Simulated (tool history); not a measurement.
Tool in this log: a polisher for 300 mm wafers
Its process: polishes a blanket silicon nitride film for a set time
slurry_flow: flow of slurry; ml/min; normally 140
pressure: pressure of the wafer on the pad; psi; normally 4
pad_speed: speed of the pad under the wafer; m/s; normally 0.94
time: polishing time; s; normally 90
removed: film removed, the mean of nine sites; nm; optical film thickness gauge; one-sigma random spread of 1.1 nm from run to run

run,hour,slurry_flow,pressure,pad_speed,time,"incoming thickness of the incoming film, nm",removed
1,0,140,4,0.94,90,879.8,167.7
2,6.7,140,4.4,0.94,90,871.4,183.6
3,14.3,140,4.4,0.94,90,887.3,186.3
4,26.3,140,4,0.94,90,894.4,168.7
5,38.4,140,4,0.94,90,895.5,166.2
6,80.2,140,4,0.94,90,886.1,168.6
7,94.2,175,4,0.94,90,876.3,174.2
# hour 107.3: worn pad replaced by a new one
8,107.8,140,3.6,0.94,90,895.6,150.8
9,124.8,140,3.6,0.94,90,886.7,149.8
10,136.5,140,4,0.94,90,872.4,169
11,142.9,140,4,0.94,90,894.1,169.4
# hour 168.4: slurry nozzle cleaned
12,168.9,140,4,0.94,90,896.8,167.7
# hour 179.8: head pressure recalibrated
13,181.7,140,3.1,1.18,90,898.8,155
14,191.2,140,3.1,1.18,90,885.6,157.2
15,206.5,140,4,0.94,90,878.6,167.6
# hour 219.3: worn pad replaced by a new one
16,219.8,110,5.1,0.84,117,885.6,240.7
17,253.4,95,4,1.22,90,898.5,190.9
18,264.3,140,4,0.94,90,892.3,170.2
19,275.5,120,4,1.2,90,891.3,198.7
20,286.8,140,4,1.08,90,886.4,187.5
21,303.3,95,3.2,0.94,90,889.8,125.3
22,311,140,4,0.94,90,898.7,167.1
23,318.2,140,4,0.94,90,887.6,166.1
# hour 332.4: worn pad replaced by a new one
24,333.9,155,5.1,0.76,71,894.8,146.1
25,346.5,140,3.1,1.16,61,888.2,105
26,353.9,140,5.3,0.94,101,885.9,248.1
27,362.2,140,4,0.94,90,885.4,169
28,374.3,140,4,0.94,61,889,113.8
29,385.8,140,4.7,0.94,79,891.3,171.6
30,398.3,140,4,0.94,90,892.8,170.1
31,411.8,140,4,0.94,90,891.1,168.2
32,418.6,140,3.6,0.94,90,905.3,150.5
33,425,140,4,0.8,90,885.6,148.4
34,440.3,140,4,1.24,90,892.1,210.6
# hour 447.9: worn pad replaced by a new one
35,448.7,140,4,0.84,60,883,102.1
# hour 457.2: slurry nozzle cleaned
36,465.7,140,3.1,0.84,110,896.5,146.9

Consider 5 possible next runs. They are alternatives, not a sequence: every one starts from the tool as it was left by run 36. What does each give?
A,466.1,140,4,0.94,90,901.9,?
B,466.1,100,3.5,0.66,118,901.9,?
C,466.1,140,4,1.04,82,901.9,?
D,466.1,140,4,1.02,121,901.9,?
E,466.1,140,4,1.12,90,901.9,?

run,removed
A,169.3
B,137.3
C,167.2
D,242.9
E,194.7
With the hidden condition removed and each run's random variation left untouched, the same runs would have given:
run,removed
A,169.3
B,137.3
C,167.2
D,242.9
E,194.7
